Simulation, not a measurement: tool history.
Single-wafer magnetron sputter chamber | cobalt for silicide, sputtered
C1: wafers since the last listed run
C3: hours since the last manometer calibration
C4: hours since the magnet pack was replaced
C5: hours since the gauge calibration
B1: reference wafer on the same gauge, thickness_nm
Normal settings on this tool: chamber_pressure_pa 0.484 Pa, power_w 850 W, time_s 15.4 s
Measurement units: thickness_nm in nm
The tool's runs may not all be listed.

Run 1, hour 0.0: usual settings; C1 0; wafers on the sputter target 1195; C3 248.4; C4 8218.2; C5 1907.3; B1 7.164. Result: thickness_nm 6.216 nm.
Run 2, hour 72.0: usual settings; C1 2197; wafers on the sputter target 3392; C3 320.4; C4 8290.2; C5 1979.3; B1 7.167. Result: thickness_nm 6.230 nm.
At hour 87.4: gauge calibrated.
Run 3, hour 147.7: usual settings but power_w 950 W; C1 2310; wafers on the sputter target 5703; C3 396.1; C4 8365.9; C5 60.3; B1 7.169. Result: thickness_nm 6.972 nm.
Run 4, hour 245.9: usual settings; C1 2997; wafers on the sputter target 8700; C3 494.3; C4 8464.1; C5 158.5; B1 7.165. Result: thickness_nm 6.296 nm.
Run 5, hour 283.1: usual settings; C1 1135; wafers on the sputter target 9835; C3 531.5; C4 8501.3; C5 195.7; B1 7.163. Result: thickness_nm 6.272 nm.
Run 6, hour 352.0: usual settings; C1 2102; wafers on the sputter target 11938; C3 600.4; C4 8570.2; C5 264.6; B1 7.158. Result: thickness_nm 6.341 nm.
At hour 377.3: sputter target and shields replaced.
Run 7, hour 432.3: usual settings but chamber_pressure_pa 0.334 Pa, time_s 13.1 s; C1 2206; wafers on the sputter target 1679; C3 680.7; C4 8650.5; C5 344.9; B1 7.174. Result: thickness_nm 5.776 nm.
Run 8, hour 532.0: usual settings but chamber_pressure_pa 0.334 Pa, time_s 13.1 s; C1 3042; wafers on the sputter target 4722; C3 780.4; C4 8750.2; C5 444.6; B1 7.166. Result: thickness_nm 5.773 nm.
Run 9, hour 627.6: usual settings but chamber_pressure_pa 0.334 Pa, time_s 13.1 s; C1 2917; wafers on the sputter target 7640; C3 876.0; C4 8845.8; C5 540.2; B1 7.170. Result: thickness_nm 5.762 nm.
Run 10, hour 691.3: usual settings; C1 1944; wafers on the sputter target 9584; C3 939.7; C4 8909.5; C5 603.9; B1 7.171. Result: thickness_nm 6.362 nm.
Run 11, hour 729.4: usual settings; C1 1162; wafers on the sputter target 10747; C3 977.8; C4 8947.6; C5 642.0; B1 7.179. Result: thickness_nm 6.422 nm.
Run 12, hour 769.6: usual settings; C1 1226; wafers on the sputter target 11974; C3 1018.0; C4 8987.8; C5 682.2; B1 7.168. Result: thickness_nm 6.330 nm.
At hour 792.2: sputter target and shields replaced.
Run 13, hour 824.2: usual settings but chamber_pressure_pa 0.562 Pa, time_s 13.3 s; C1 1422; wafers on the sputter target 976; C3 1072.6; C4 9042.4; C5 736.8; B1 7.181. Result: thickness_nm 5.340 nm.
Run 14, hour 902.1: usual settings but chamber_pressure_pa 0.562 Pa, time_s 13.3 s; C1 2377; wafers on the sputter target 3353; C3 1150.5; C4 9120.3; C5 814.7; B1 7.172. Result: thickness_nm 5.364 nm.
At hour 966.6: capacitance manometer re-zeroed and calibrated.
Run 15, hour 985.3: usual settings; C1 2295; wafers on the sputter target 5649; C3 18.7; C4 9203.5; C5 897.9; B1 7.163. Result: thickness_nm 6.200 nm.
Run 16, hour 1047.9: usual settings; C1 1910; wafers on the sputter target 7559; C3 81.3; C4 9266.1; C5 960.5; B1 7.162. Result: thickness_nm 6.239 nm.
Run 17, hour 1136.8: usual settings; C1 2713; wafers on the sputter target 10272; C3 170.2; C4 9355.0; C5 1049.4; B1 7.173. Result: thickness_nm 6.215 nm.
At hour 1197.2: sputter target and shields replaced.
Run 18, hour 1242.5: usual settings; C1 2981; wafers on the sputter target 1383; C3 275.9; C4 9460.7; C5 1155.1; B1 7.184. Result: thickness_nm 6.211 nm.
At hour 1314.7: magnet pack replaced.
Run 19, hour 1344.0: usual settings but chamber_pressure_pa 0.390 Pa, power_w 1050 W; C1 2853; wafers on the sputter target 4236; C3 377.4; C4 29.3; C5 1256.6; B1 7.175. Result: thickness_nm 8.014 nm.
Run 20, hour 1432.4: usual settings but power_w 700 W, time_s 18.0 s; C1 2698; wafers on the sputter target 6934; C3 465.8; C4 117.7; C5 1345.0; B1 7.165. Result: thickness_nm 6.072 nm.
Run 21, hour 1477.6: usual settings but chamber_pressure_pa 0.334 Pa, time_s 13.1 s; C1 1379; wafers on the sputter target 8314; C3 511.0; C4 162.9; C5 1390.2; B1 7.166. Result: thickness_nm 5.703 nm.
Run 22, hour 1522.5: usual settings; C1 1370; wafers on the sputter target 9684; C3 555.9; C4 207.8; C5 1435.1; B1 7.169. Result: thickness_nm 6.296 nm.
Run 23, hour 1582.5: usual settings but time_s 17.5 s; C1 1831; wafers on the sputter target 11516; C3 615.9; C4 267.8; C5 1495.1; B1 7.174. Result: thickness_nm 7.169 nm.
At hour 1635.6: sputter target and shields replaced.
Run 24, hour 1641.4: usual settings but power_w 800 W; C1 1553; wafers on the sputter target 175; C3 674.8; C4 326.7; C5 1554.0; B1 7.163. Result: thickness_nm 5.992 nm.
Run 25, hour 1713.9: usual settings but power_w 700 W, time_s 14.5 s; C1 2212; wafers on the sputter target 2388; C3 747.3; C4 399.2; C5 1626.5; B1 7.171. Result: thickness_nm 4.922 nm.
At hour 1716.8: gauge calibrated.
Run 26, hour 1805.0: usual settings; C1 2780; wafers on the sputter target 5169; C3 838.4; C4 490.3; C5 88.2; B1 7.160. Result: thickness_nm 6.344 nm.
Run 27, hour 1910.7: usual settings but chamber_pressure_pa 0.565 Pa, power_w 700 W, time_s 14.3 s; C1 3226; wafers on the sputter target 8395; C3 944.1; C4 596.0; C5 193.9; B1 7.170. Result: thickness_nm 4.724 nm.
Run 28, hour 1959.0: usual settings but power_w 1050 W; C1 1474; wafers on the sputter target 9869; C3 992.4; C4 644.3; C5 242.2; B1 7.174. Result: thickness_nm 7.849 nm.
At hour 2065.0: sputter target and shields replaced.
Run 29, hour 2065.5: usual settings; C1 3006; wafers on the sputter target 13; C3 1098.9; C4 750.8; C5 348.7; B1 7.168. Result: thickness_nm 6.353 nm.
Run 30, hour 2114.2: usual settings but power_w 650 W; C1 1486; wafers on the sputter target 1500; C3 1147.6; C4 799.5; C5 397.4; B1 7.163. Result: thickness_nm 4.917 nm.
Run 31, hour 2213.7: usual settings; C1 3036; wafers on the sputter target 4536; C3 1247.1; C4 899.0; C5 496.9; B1 7.174. Result: thickness_nm 6.478 nm.
Run 32, hour 2257.5: usual settings but chamber_pressure_pa 0.662 Pa; C1 1336; wafers on the sputter target 5873; C3 1290.9; C4 942.8; C5 540.7; B1 7.169. Result: thickness_nm 5.966 nm.
At hour 2302.4: capacitance manometer re-zeroed and calibrated.
Run 33, hour 2327.2: usual settings but time_s 13.3 s; C1 1883; wafers on the sputter target 7756; C3 24.8; C4 1012.5; C5 610.4; B1 7.174. Result: thickness_nm 5.336 nm.
Run 34, hour 2369.8: usual settings but power_w 1050 W; C1 1300; wafers on the sputter target 9057; C3 67.4; C4 1055.1; C5 653.0; B1 7.172. Result: thickness_nm 7.685 nm.

Consider 5 possible next runs. They are alternatives, not a sequence: every one starts from the tool as it was left by run 34. What does each give?
Run A, hour 2370.2: usual settings; C1 12; wafers on the sputter target 9069; C3 67.8; C4 1055.5; C5 653.4; B1 ?. Result: thickness_nm ?.
Run B, hour 2370.2: usual settings but chamber_pressure_pa 0.373 Pa, power_w 950 W, time_s 17.9 s; C1 12; wafers on the sputter target 9069; C3 67.8; C4 1055.5; C5 653.4; B1 ?. Result: thickness_nm ?.
Run C, hour 2370.2: usual settings but time_s 16.4 s; C1 12; wafers on the sputter target 9069; C3 67.8; C4 1055.5; C5 653.4; B1 ?. Result: thickness_nm ?.
Run D, hour 2370.2: usual settings but chamber_pressure_pa 0.625 Pa; C1 12; wafers on the sputter target 9069; C3 67.8; C4 1055.5; C5 653.4; B1 ?. Result: thickness_nm ?.
Run E, hour 2370.2: usual settings but chamber_pressure_pa 0.543 Pa, power_w 1050 W, time_s 17.3 s; C1 12; wafers on the sputter target 9069; C3 67.8; C4 1055.5; C5 653.4; B1 ?. Result: thickness_nm ?.

run     B1  thickness_nm
  A  7.163         6.258
  B  7.163         8.600
  C  7.163         6.664
  D  7.163         5.836
  E  7.163         8.432
The same runs, with their run-to-run variation unchanged, on a tool lacking any hidden condition would have given:
run  thickness_nm
  A         6.218
  B         8.566
  C         6.622
  D         5.782
  E         8.368
